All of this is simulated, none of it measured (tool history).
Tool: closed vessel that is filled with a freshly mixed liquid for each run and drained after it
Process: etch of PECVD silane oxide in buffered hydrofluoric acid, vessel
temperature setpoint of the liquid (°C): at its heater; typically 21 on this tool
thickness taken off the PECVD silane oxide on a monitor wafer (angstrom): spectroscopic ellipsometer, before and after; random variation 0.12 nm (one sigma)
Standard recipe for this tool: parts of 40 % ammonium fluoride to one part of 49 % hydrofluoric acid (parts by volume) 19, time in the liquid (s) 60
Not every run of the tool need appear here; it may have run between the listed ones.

run	hour	temperature setpoint of the liquid (°C)	parts of 40 % ammonium fluoride to one part of 49 % hydrofluoric acid (parts by volume)	time in the liquid (s)	read-back film thickness of the PECVD silane oxide reference wafer, read on the same gauge (nm)	thickness taken off the PECVD silane oxide on a monitor wafer (angstrom)
1	0	21	19	60	130.02	452.9
2	10.1	21	17	60	130.03	501.1
3	18.7	21	17	60	130.02	500.8
4	24.7	21	19	60	129.99	450.4
5	35.2	21	19	60	130	450.2
6	48.1	21	19	60	129.99	450.9
7	62.1	21	19	60	129.99	449.9
8	72.2	21	19	60	130.02	451.2
9	82	21	19	60	130.01	448.8
10	92.5	21	19	60	130	450.3
# hour 100.3: thermometer replaced
11	104.5	21	19	60	130	386.9
12	121.7	21	19	60	129.99	387
13	143.7	21	19	60	130	388
14	156	24.5	19	85	130	663.8
# hour 158.4: gauge calibrated
15	172	26	16	45	130	453.7
16	185.9	19.5	21.5	60	129.99	322.3
17	200.5	21	19	60	130	388.5
18	207.9	21	19	60	129.99	389.9
19	224.7	17	22.5	60	129.99	272.6
20	239.4	18.5	16	85	130.01	568.4
# hour 250: hydrofluoric acid flow meter replaced
21	254	21	24	60	130.01	325
22	260.8	21	14	60	130.01	527.8
23	276	21	19	60	129.99	389.9
24	292	25	22	75	129.99	543.8
25	299.9	21	19	60	130.03	391.1
26	307.8	21	19	80	129.98	520.8
27	320.1	21	19	60	129.99	389.8

Forecast each of these 3 alternatives for the next run:
A	320.8	21	23.5	60	?	?
B	320.8	24.5	19	30	?	?
C	320.8	21	26	50	?	?

run	read-back film thickness of the PECVD silane oxide reference wafer, read on the same gauge (nm)	thickness taken off the PECVD silane oxide on a monitor wafer (angstrom)
A	129.99	332.9
B	129.99	237.3
C	129.99	258.7
Without the tool's unlogged condition, the same runs would have read:
run	thickness taken off the PECVD silane oxide on a monitor wafer (angstrom)
A	328.8
B	234.5
C	255.5
